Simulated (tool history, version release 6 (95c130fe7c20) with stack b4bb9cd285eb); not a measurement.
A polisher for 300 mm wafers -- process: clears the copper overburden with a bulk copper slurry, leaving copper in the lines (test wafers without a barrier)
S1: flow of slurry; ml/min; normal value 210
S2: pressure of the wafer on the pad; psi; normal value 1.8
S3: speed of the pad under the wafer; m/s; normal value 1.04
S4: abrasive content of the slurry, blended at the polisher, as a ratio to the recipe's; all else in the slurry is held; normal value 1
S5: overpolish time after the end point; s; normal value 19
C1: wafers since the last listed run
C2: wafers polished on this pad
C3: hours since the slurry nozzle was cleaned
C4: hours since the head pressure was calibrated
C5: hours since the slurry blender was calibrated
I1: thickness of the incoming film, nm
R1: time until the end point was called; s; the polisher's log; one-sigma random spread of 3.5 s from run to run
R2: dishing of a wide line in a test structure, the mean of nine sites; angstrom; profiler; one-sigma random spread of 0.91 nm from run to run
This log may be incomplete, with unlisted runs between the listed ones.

Run 1, hour 0: usual settings but S5 25 s; C1 0; C2 75; C3 593.5; C4 308.8; C5 317.8; I1 955.3. Result: R1 194.2 s, R2 661 angstrom.
At hour 10.4: slurry blender recalibrated.
Run 2, hour 37.8: usual settings but S5 25 s; C1 185; C2 261; C3 631.3; C4 346.6; C5 27.4; I1 965.2. Result: R1 195.4 s, R2 665 angstrom.
Run 3, hour 96.1: usual settings but S5 25 s; C1 302; C2 564; C3 689.6; C4 404.9; C5 85.7; I1 960.6. Result: R1 196.8 s, R2 670 angstrom.
At hour 112.4: slurry nozzle cleaned.
Run 4, hour 127.7: usual settings but S2 2.2 psi; C1 158; C2 723; C3 15.3; C4 436.5; C5 117.3; I1 950.2. Result: R1 143.9 s, R2 688 angstrom.
Run 5, hour 157.7: usual settings but S2 2.2 psi; C1 155; C2 879; C3 45.3; C4 466.5; C5 147.3; I1 959.7. Result: R1 146.4 s, R2 685 angstrom.
At hour 180.4: worn pad replaced by a new one.
Run 6, hour 222: usual settings but S1 160 ml/min; C1 313; C2 216; C3 109.6; C4 530.8; C5 211.6; I1 942.2. Result: R1 184.1 s, R2 553 angstrom.
Run 7, hour 246.8: usual settings but S4 0.8; C1 128; C2 344; C3 134.4; C4 555.6; C5 236.4; I1 970.9. Result: R1 195.1 s, R2 552 angstrom.
Run 8, hour 305.5: usual settings but S4 0.8; C1 304; C2 649; C3 193.1; C4 614.3; C5 295.1; I1 953.2. Result: R1 191.5 s, R2 529 angstrom.
Run 9, hour 345.1: usual settings but S4 0.8; C1 205; C2 855; C3 232.7; C4 653.9; C5 334.7; I1 978.1. Result: R1 200.5 s, R2 546 angstrom.
At hour 361: slurry blender recalibrated.
At hour 385.5: worn pad replaced by a new one.
Run 10, hour 395.2: usual settings; C1 229; C2 50; C3 282.8; C4 704; C5 34.2; I1 955.6. Result: R1 191 s, R2 556 angstrom.
Run 11, hour 465.8: usual settings; C1 366; C2 417; C3 353.4; C4 774.6; C5 104.8; I1 967.4. Result: R1 189.3 s, R2 558 angstrom.
At hour 492.9: head pressure recalibrated.
Run 12, hour 498: usual settings but S2 2.3 psi, S3 0.92 m/s, S4 1.15, S5 16 s; C1 156; C2 574; C3 385.6; C4 5.1; C5 137; I1 951.2. Result: R1 157.7 s, R2 568 angstrom.
Run 13, hour 530.5: usual settings; C1 168; C2 742; C3 418.1; C4 37.6; C5 169.5; I1 944. Result: R1 185.4 s, R2 548 angstrom.
At hour 584.9: worn pad replaced by a new one.
Run 14, hour 610.8: usual settings; C1 396; C2 134; C3 498.4; C4 117.9; C5 249.8; I1 962.6. Result: R1 188.3 s, R2 554 angstrom.
At hour 654.8: slurry blender recalibrated.
Run 15, hour 671.5: usual settings but S1 180 ml/min, S2 1.2 psi, S3 1.28 m/s, S4 1.3; C1 304; C2 439; C3 559.1; C4 178.6; C5 16.7; I1 946.7. Result: R1 234.6 s, R2 435 angstrom.
Run 16, hour 715.5: usual settings but S5 22 s; C1 228; C2 667; C3 603.1; C4 222.6; C5 60.7; I1 947.6. Result: R1 186.5 s, R2 610 angstrom.
At hour 788.5: worn pad replaced by a new one.
Run 17, hour 789: usual settings but S1 155 ml/min, S2 1.4 psi, S3 1.24 m/s, S5 24 s; C1 360; C2 2; C3 676.6; C4 296.1; C5 134.2; I1 965.9. Result: R1 236.2 s, R2 557 angstrom.

What will run 18 give?
At hour 791: slurry nozzle cleaned.
Run 18, hour 839.3: usual settings but S3 1.28 m/s; C1 256; C2 258; C3 48.3; C4 346.4; C5 184.5; I1 978.5. Result: R1 ?, R2 ?.

Run 18 produced R1 159 s, R2 631 angstrom.
The same run, on a tool lacking any hidden state, would have yielded R1 156.5 s, R2 639 angstrom.

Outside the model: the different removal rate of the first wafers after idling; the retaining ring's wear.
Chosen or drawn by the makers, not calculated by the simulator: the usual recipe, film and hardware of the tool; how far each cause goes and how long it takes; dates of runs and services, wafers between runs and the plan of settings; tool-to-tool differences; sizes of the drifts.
